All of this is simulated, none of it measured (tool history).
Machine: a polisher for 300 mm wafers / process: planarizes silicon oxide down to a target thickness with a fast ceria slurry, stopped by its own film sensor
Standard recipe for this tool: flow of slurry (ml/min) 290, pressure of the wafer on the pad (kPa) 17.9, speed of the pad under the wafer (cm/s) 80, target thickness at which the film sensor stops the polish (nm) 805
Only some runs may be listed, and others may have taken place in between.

run	day	flow of slurry (ml/min)	pressure of the wafer on the pad (kPa)	speed of the pad under the wafer (cm/s)	target thickness at which the film sensor stops the polish (nm)	incoming thickness of the incoming film, nm	time until the film sensor stopped the polish (s)
1	0	290	17.9	80	805	1867	98.3
2	0.888	325	14.5	80	805	1867.9	122.7
3	1.458	290	17.9	62	805	1847.5	127.1
# day 1.979: slurry nozzle cleaned
4	2.492	290	17.9	62	805	1863.8	132
5	3.429	290	17.9	62	805	1892.9	133.2
# day 4.208: worn pad replaced by a new one
6	4.65	290	20	80	805	1847.9	89.9
7	5.871	290	17.9	80	805	1836.8	100.9
8	6.521	290	17.9	80	805	1864	101.4
9	8	290	17.9	80	805	1894.2	108.7
# day 8.55: worn pad replaced by a new one
10	8.888	290	21.4	80	805	1874.2	89.8
11	10.271	360	17.9	64	710	1884	146.3
12	11.408	235	11.7	70	805	1859.7	192.6
# day 12.421: head pressure recalibrated
# day 13.321: worn pad replaced by a new one
13	14.754	290	17.9	80	805	1858.9	94.6
14	15.883	290	17.9	88	805	1901.7	88.4
15	16.571	195	17.9	62	805	1880.6	131.5
# day 17.033: slurry nozzle cleaned
16	17.921	290	17.9	80	964	1864.7	80.2
# day 18.425: worn pad replaced by a new one
17	18.95	290	17.9	80	805	1883.1	98.7
18	20.383	325	17.9	80	609	1828.4	108.5
19	21.833	290	23.4	94	805	1865.9	63.4
# day 22.604: worn pad replaced by a new one
20	22.992	290	13.1	72	910	1869.5	132.1
21	23.929	290	17.9	80	1082	1881.5	72.6

Predict each of these 3 candidate next runs independently; none follows another, all start after run 21:
A	23.95	290	17.9	80	521	1881.1	?
B	23.95	290	24.1	68	805	1881.1	?
C	23.95	290	13.8	80	805	1881.1	?

run	time until the film sensor stopped the polish (s)
A	125.2
B	86.6
C	128.8
Had the tool no hidden state, the same runs would have come out as:
run	time until the film sensor stopped the polish (s)
A	121.7
B	84.1
C	125.2
